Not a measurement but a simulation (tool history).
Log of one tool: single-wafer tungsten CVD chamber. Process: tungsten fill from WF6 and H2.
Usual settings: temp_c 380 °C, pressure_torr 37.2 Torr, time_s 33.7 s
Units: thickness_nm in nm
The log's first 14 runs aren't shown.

run   hour  temp_c  pressure_torr  time_s  wafers since the last listed run  hours since the last thermocouple change  hours since the last manometer calibration  hours since the showerhead was replaced  hours since the gauge calibration  read-back reference wafer on the same gauge, thickness_nm  thickness_nm
       365  -- thermocouple changed; heater temperature recalibrated
 15  392.3     371           43.5      38                               477                                      27.3                                      2519.4                                       44                                904                                                     59.384         66.47
 16  405.5     371           30.1    28.9                               222                                      40.5                                      2532.6                                     57.2                              917.2                                                     59.391        41.439
     423.4  -- capacitance manometer re-zeroed and calibrated
 17  423.9     384           28.1    33.7                               175                                      58.9                                         0.5                                     75.6                              935.6                                                     59.364        62.978
 18  467.4     380           37.2      27                               734                                     102.4                                          44                                    119.1                              979.1                                                     59.398        53.666
 19    514     380           37.2    33.7                               786                                       149                                        90.6                                    165.7                             1025.7                                                     59.422        67.152
     537.9  -- gauge calibrated
 20  539.7     366           39.7    29.8                               433                                     174.7                                       116.3                                    191.4                                1.8                                                     58.895        43.522
 21  571.6     384           28.1    33.7                               538                                     206.6                                       148.2                                    223.3                               33.7                                                     58.864        62.309
 22  588.2     380           45.2    33.7                               280                                     223.2                                       164.8                                    239.9                               50.3                                                     58.878        73.718
 23  610.7     380           37.2    33.7                               379                                     245.7                                       187.3                                    262.4                               72.8                                                     58.902        66.476
 24  635.7     371           37.2    36.9                               421                                     270.7                                       212.3                                    287.4                               97.8                                                     58.883        59.217
 25  670.2     380           37.2    33.7                               582                                     305.2                                       246.8                                    321.9                              132.3                                                     58.883        66.435
 26  696.5     376           33.1    29.9                               443                                     331.5                                       273.1                                    348.2                              158.6                                                     58.926        50.673
 27  711.5     380           37.2    29.3                               253                                     346.5                                       288.1                                    363.2                              173.6                                                     58.961        58.207
 28  735.5     380           37.2    28.5                               405                                     370.5                                       312.1                                    387.2                              197.6                                                     58.961        56.589
 29  760.5     369           45.6    30.3                               421                                     395.5                                       337.1                                    412.2                              222.6                                                     58.968        51.414
 30  787.1     380           29.1    33.7                               448                                     422.1                                       363.7                                    438.8                              249.2                                                     58.978        58.228
 31    802     390           45.2      36                               251                                       437                                       378.6                                    453.7                              264.1                                                     58.973        98.941
 32  826.9     380           37.2    33.7                               420                                     461.9                                       403.5                                    478.6                                289                                                     59.014        66.672
 33  848.9     380           42.4    31.4                               371                                     483.9                                       425.5                                    500.6                                311                                                     59.013        66.516

Forecast each of these 5 alternatives for the next run:
  A  849.3     380           43.9    33.7                                 6                                     484.3                                       425.9                                      501                              311.4                                                          ?             ?
  B  849.3     380           31.6    33.7                                 6                                     484.3                                       425.9                                      501                              311.4                                                          ?             ?
  C  849.3     370             33    27.1                                 6                                     484.3                                       425.9                                      501                              311.4                                                          ?             ?
  D  849.3     389           37.2    37.8                                 6                                     484.3                                       425.9                                      501                              311.4                                                          ?             ?
  E  849.3     380           45.9    33.7                                 6                                     484.3                                       425.9                                      501                              311.4                                                          ?             ?

run  read-back reference wafer on the same gauge, thickness_nm  thickness_nm
  A                                                     59.024        73.002
  B                                                     59.024         61.06
  C                                                     59.024        39.656
  D                                                     59.024        91.931
  E                                                     59.024          74.7
Without the tool's hidden state the same runs would have given:
run  thickness_nm
  A        72.859
  B         60.94
  C        39.579
  D        91.751
  E        74.554
